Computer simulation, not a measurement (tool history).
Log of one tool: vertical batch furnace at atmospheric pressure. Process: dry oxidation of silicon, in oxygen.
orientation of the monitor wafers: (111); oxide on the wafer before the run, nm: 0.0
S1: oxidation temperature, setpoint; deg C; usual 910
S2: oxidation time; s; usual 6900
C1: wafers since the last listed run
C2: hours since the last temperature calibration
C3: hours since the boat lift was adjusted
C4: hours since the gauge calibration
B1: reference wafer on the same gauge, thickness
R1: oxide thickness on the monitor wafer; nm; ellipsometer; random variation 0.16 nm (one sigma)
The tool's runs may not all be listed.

run	hour	S1	S2	C1	C2	C3	C4	B1	R1
1	0	904	6900	0	2954.1	2523.9	227.1	40.92	47.02
2	18	904	6900	205	2972.1	2541.9	245.1	40.89	47.22
3	37.4	910	6900	221	2991.5	2561.3	264.5	40.89	50.07
4	60	910	6900	258	3014.1	2583.9	287.1	40.93	49.69
5	75.5	910	6900	177	3029.6	2599.4	302.6	40.88	49.42
6	89.7	910	6900	162	3043.8	2613.6	316.8	40.94	49.62
7	99.4	929	6900	110	3053.5	2623.3	326.5	40.91	59.85
8	111	910	6900	132	3065.1	2634.9	338.1	40.89	49.98
9	134.7	910	6900	271	3088.8	2658.6	361.8	40.89	49.72
10	149.2	910	6900	165	3103.3	2673.1	376.3	40.85	49.89
11	166.9	910	6900	202	3121	2690.8	394	40.88	49.76
12	220	930	5970	607	3174.1	2743.9	447.1	40.89	54.9
13	230.1	910	6900	115	3184.2	2754	457.2	40.9	49.71
14	246.8	910	6900	191	3200.9	2770.7	473.9	40.92	49.77
15	261.9	910	6900	172	3216	2785.8	489	40.92	49.73
16	278.1	910	6900	185	3232.2	2802	505.2	40.89	49.72
17	341.6	918	6900	726	3295.7	2865.5	568.7	40.9	53.93
18	354.9	917	4200	152	3309	2878.8	582	40.86	37.67
19	404.6	922	6900	568	3358.7	2928.5	631.7	40.87	55.96
20	423	928	4320	210	3377.1	2946.9	650.1	40.88	43.17
21	442	910	5040	217	3396.1	2965.9	669.1	40.88	40.28
22	464.4	928	4440	256	3418.5	2988.3	691.5	40.88	43.77
# hour 493.7: boat lift adjusted
23	494.2	933	7860	66	3448.3	0.5	721.3	40.93	67.68
24	500	910	6900	66	3454.1	6.3	727.1	40.96	49.87
# hour 527: thermocouples replaced and temperature profile calibrated
25	527.5	910	6900	40	0.5	33.8	754.6	40.87	49.53
26	540.6	898	5100	149	13.6	46.9	767.7	40.87	35.75
27	556.1	910	5250	177	29.1	62.4	783.2	40.95	40.82
28	576.2	910	6900	229	49.2	82.5	803.3	40.93	49.62
# hour 592.1: gauge calibrated
29	596.5	910	8010	232	69.5	102.8	4.4	40.83	55.55
30	656.1	894	7980	681	129.1	162.4	64	40.87	46.6
31	664.9	929	6900	100	137.9	171.2	72.8	40.93	59.54
32	688.6	888	6900	271	161.6	194.9	96.5	40.94	39.78
33	762.8	910	6900	848	235.8	269.1	170.7	40.9	49.84
34	779.7	919	6900	193	252.7	286	187.6	40.91	54.55
35	788.9	919	9030	105	261.9	295.2	196.8	40.92	65.37

How the hidden state differs across the entries between the runs, from the last listed run before each to the first after it:
Between runs 22 and 23: boat lift adjusted (hour 493.7)
  no hidden state differs between the two runs
Between runs 24 and 25: thermocouples replaced and temperature profile calibrated (hour 527)
  no hidden state differs between the two runs
Between runs 28 and 29: gauge calibrated (hour 592.1)
  no hidden state differs between the two runs
